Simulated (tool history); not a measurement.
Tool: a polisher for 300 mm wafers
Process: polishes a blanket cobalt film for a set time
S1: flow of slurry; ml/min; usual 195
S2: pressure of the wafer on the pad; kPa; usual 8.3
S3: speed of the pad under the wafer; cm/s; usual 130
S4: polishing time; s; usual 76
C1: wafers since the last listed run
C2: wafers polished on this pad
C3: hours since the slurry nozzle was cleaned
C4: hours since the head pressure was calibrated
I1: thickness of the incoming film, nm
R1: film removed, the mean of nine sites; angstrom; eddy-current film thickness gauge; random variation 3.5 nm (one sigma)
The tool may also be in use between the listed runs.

run     day   S1    S2   S3  S4   C1    C2     C3      C4      I1    R1
  1       0  195   8.3  130  76    0  1403   74.6    1011  1319.4  3241
      0.421  -- worn pad replaced by a new one
  2   0.762  195   8.3  130  76  141    81   92.9  1029.3  1283.4  3189
  3   2.033  195   8.3  130  76  302   383  123.4  1059.8  1312.9  3170
  4   3.271  195   8.3  130  76  294   677  153.1  1089.5  1294.7  3194
  5   4.604  195   8.3  130  76  316   994  185.1  1121.5  1287.7  3193
      5.708  -- worn pad replaced by a new one
  6   5.879  195   8.3  130  76  263    40  215.7  1152.1  1304.4  3221
  7   7.367  195   8.3  130  76  353   394  251.4  1187.8  1311.3  3229
  8     7.9  195   9.7  130  76  126   521  264.2  1200.6  1317.6  3763
  9   9.367  195   9.7  130  76  348   869  299.4  1235.8  1278.7  3779
      9.788  -- head pressure recalibrated
 10  10.258  195   8.3  130  76  192  1062  320.8    11.3  1305.5  2894
 11  11.362  195   8.3  130  76  262  1324  347.3    37.8  1310.8  2941
     11.671  -- worn pad replaced by a new one
 12  12.467  195   8.3  130  76  222   189  373.8    64.3  1300.5  2914
 13  13.412  195   8.3  130  69  224   414  396.5      87  1273.3  2646
 14  14.862  250   6.9  130  76  344   759  431.3   121.8  1302.6  2555
 15  16.112  175   7.6  146  53  297  1056  461.3   151.8  1293.1  2089
 16  17.054  195   8.3  130  76  223  1280  483.9   174.4  1297.7  2915
     18.258  -- worn pad replaced by a new one
 17  18.279  195  10.3  114  67  251     4  513.3   203.8    1309  2958
 18   19.55  125   6.2   98  64  302   306  543.8   234.3  1286.1  1423
 19  20.679  195   8.3  170  76  268   575  570.9   261.4  1300.6  3769
 20  21.208  195   8.3  130  76  125   701  583.6   274.1  1302.2  2972
     21.808  -- slurry nozzle cleaned
 21  22.708  135   8.3  130  52  346  1047   21.6   310.1  1297.2  1947
 22  23.858  125   6.2   98  64  273  1321   49.2   337.7  1317.4  1439
     24.183  -- worn pad replaced by a new one
 23  24.867  195   8.3  108  76  200   162   73.4   361.9  1320.5  2645
 24  26.142  195   6.2  130  76  303   465    104   392.5  1299.3  2267
 25  27.075  225   8.3  130  92  221   687  126.4   414.9  1297.6  3741
 26  27.862  195   7.6  142  66  187   874  145.3   433.8  1284.7  2530
 27  29.242  195   6.2  130  98  327  1202  178.4   466.9    1272  2912

Forecast each of these 5 alternatives for the next run:
  A  29.258  195   8.3  130  57   3  1206  178.8  467.3  1306.8   ?
  B  29.258  245   8.3  154  52   3  1206  178.8  467.3  1306.8   ?
  C  29.258  215   7.6  164  62   3  1206  178.8  467.3  1306.8   ?
  D  29.258  230   8.3  130  76   3  1206  178.8  467.3  1306.8   ?
  E  29.258  170  10.3  168  62   3  1206  178.8  467.3  1306.8   ?

run    R1
  A  2245
  B  2416
  C  2754
  D  3042
  E  3742
Without the tool's hidden state the same runs would have given:
run    R1
  A  2147
  B  2311
  C  2634
  D  2910
  E  3580
